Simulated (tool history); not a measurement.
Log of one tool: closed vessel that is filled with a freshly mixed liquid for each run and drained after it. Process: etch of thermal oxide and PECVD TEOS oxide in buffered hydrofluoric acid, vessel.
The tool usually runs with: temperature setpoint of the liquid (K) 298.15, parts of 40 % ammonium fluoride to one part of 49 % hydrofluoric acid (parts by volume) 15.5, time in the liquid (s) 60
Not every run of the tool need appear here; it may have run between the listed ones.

run,hour,temperature setpoint of the liquid (K),parts of 40 % ammonium fluoride to one part of 49 % hydrofluoric acid (parts by volume),time in the liquid (s),wafers since the last listed run,hours since the thermometer was replaced,hours since the hydrofluoric acid flow meter was replaced,hours since the gauge calibration,"read-back film thickness of the thermal oxide reference wafer, read on the same gauge (nm)","read-back film thickness of the PECVD TEOS oxide reference wafer, read on the same gauge (nm)",thickness taken off the thermal oxide on a monitor wafer (nm),thickness taken off the PECVD TEOS oxide on a monitor wafer (nm)
1,0,294.65,15.5,60,0,1005,1093.8,258.3,49.99,120.02,43.45,67.6
2,47.1,294.65,15.5,60,6668,1052.1,1140.9,305.4,50,120.02,43.07,66.39
3,95.1,301.65,15.5,60,6795,1100.1,1188.9,353.4,49.99,120,63.32,96.98
4,149.9,301.65,15.5,60,7758,1154.9,1243.7,408.2,49.99,119.99,63.91,97.87
5,196.8,298.15,15.5,60,6639,1201.8,1290.6,455.1,50,119.98,52.35,80.92
6,335.5,298.15,15.5,60,19636,1340.5,1429.3,593.8,50,119.98,52.65,81.9
7,383.7,298.15,15.5,60,6824,1388.7,1477.5,642,50,119.98,53.49,81.15
8,410.8,298.15,15.5,50,3836,1415.8,1504.6,669.1,49.98,120.01,44.46,67.76
9,475.9,298.15,15.5,50,9216,1480.9,1569.7,734.2,49.99,119.98,44.47,68.38
10,545.1,298.15,15.5,50,9797,1550.1,1638.9,803.4,50.02,120.01,44.22,68.59
11,581.6,296.15,17,60,5167,1586.6,1675.4,839.9,50.03,120,43.49,67.47
12,637.7,296.15,17,60,7942,1642.7,1731.5,896,49.98,119.98,43.96,67.35
13,670.4,298.15,20,60,4629,1675.4,1764.2,928.7,50.02,119.99,41.56,63.94
14,717.1,302.65,14,60,6611,1722.1,1810.9,975.4,50,119.97,75.66,116.82
15,788.6,296.15,17,60,10122,1793.6,1882.4,1046.9,50.01,119.99,44.17,67.03
16,848.7,296.15,15.5,60,8508,1853.7,1942.5,1107,50.01,119.99,47.99,74.33
17,878.4,298.15,15.5,60,4204,1883.4,1972.2,1136.7,50,120.02,53.94,82.81
# hour 893.8: hydrofluoric acid flow meter replaced
18,932.7,296.15,14,40,7546,1937.7,38.9,1191,49.98,119.98,33.48,51.88
19,962.1,298.15,15.5,30,4162,1967.1,68.3,1220.4,50.01,119.98,25.33,39.35
# hour 1011.3: thermometer replaced
# hour 1143.2: gauge calibrated
20,1153,298.15,13,75,26885,141.7,259.2,9.8,49.97,120.01,76.06,115.41
21,1197.4,294.65,15.5,60,6286,186.1,303.6,54.2,49.99,119.98,42.16,65.09
22,1252.7,298.15,15.5,60,7829,241.4,358.9,109.5,50.01,119.97,51.25,78.78
23,1309.7,294.65,17.5,70,8069,298.4,415.9,166.5,50,120.01,43.74,67.67
24,1348.7,298.15,18.5,35,5521,337.4,454.9,205.5,49.98,120.01,25.14,38.81
25,1399.2,298.15,15.5,60,7149,387.9,505.4,256,50,120.03,51.65,79.48
26,1466,296.65,17,95,9457,454.7,572.2,322.8,49.97,119.96,68.86,106.34

Hidden state at the last listed run before each entry between runs and at the first one after, where it differs:
After run 17, before run 18: hydrofluoric acid flow meter replaced (hour 893.8)
  hydrofluoric acid flow above the setpoint (%): 6.83 -> 0.709
  the result without the hidden state subtracted from the measured one, thickness taken off the thermal oxide on a monitor wafer (nm): +3.39 -> +0.23; thickness taken off the PECVD TEOS oxide on a monitor wafer (nm): +5.21 -> +0.36
After run 19, before run 20: thermometer replaced (hour 1011.3); gauge calibrated (hour 1143.2)
  hydrofluoric acid flow above the setpoint (%): 0.801 -> 1.4
  the result without the hidden state subtracted from the measured one, thickness taken off the thermal oxide on a monitor wafer (nm): +0.2 -> +1.02; thickness taken off the PECVD TEOS oxide on a monitor wafer (nm): +0.31 -> +1.56

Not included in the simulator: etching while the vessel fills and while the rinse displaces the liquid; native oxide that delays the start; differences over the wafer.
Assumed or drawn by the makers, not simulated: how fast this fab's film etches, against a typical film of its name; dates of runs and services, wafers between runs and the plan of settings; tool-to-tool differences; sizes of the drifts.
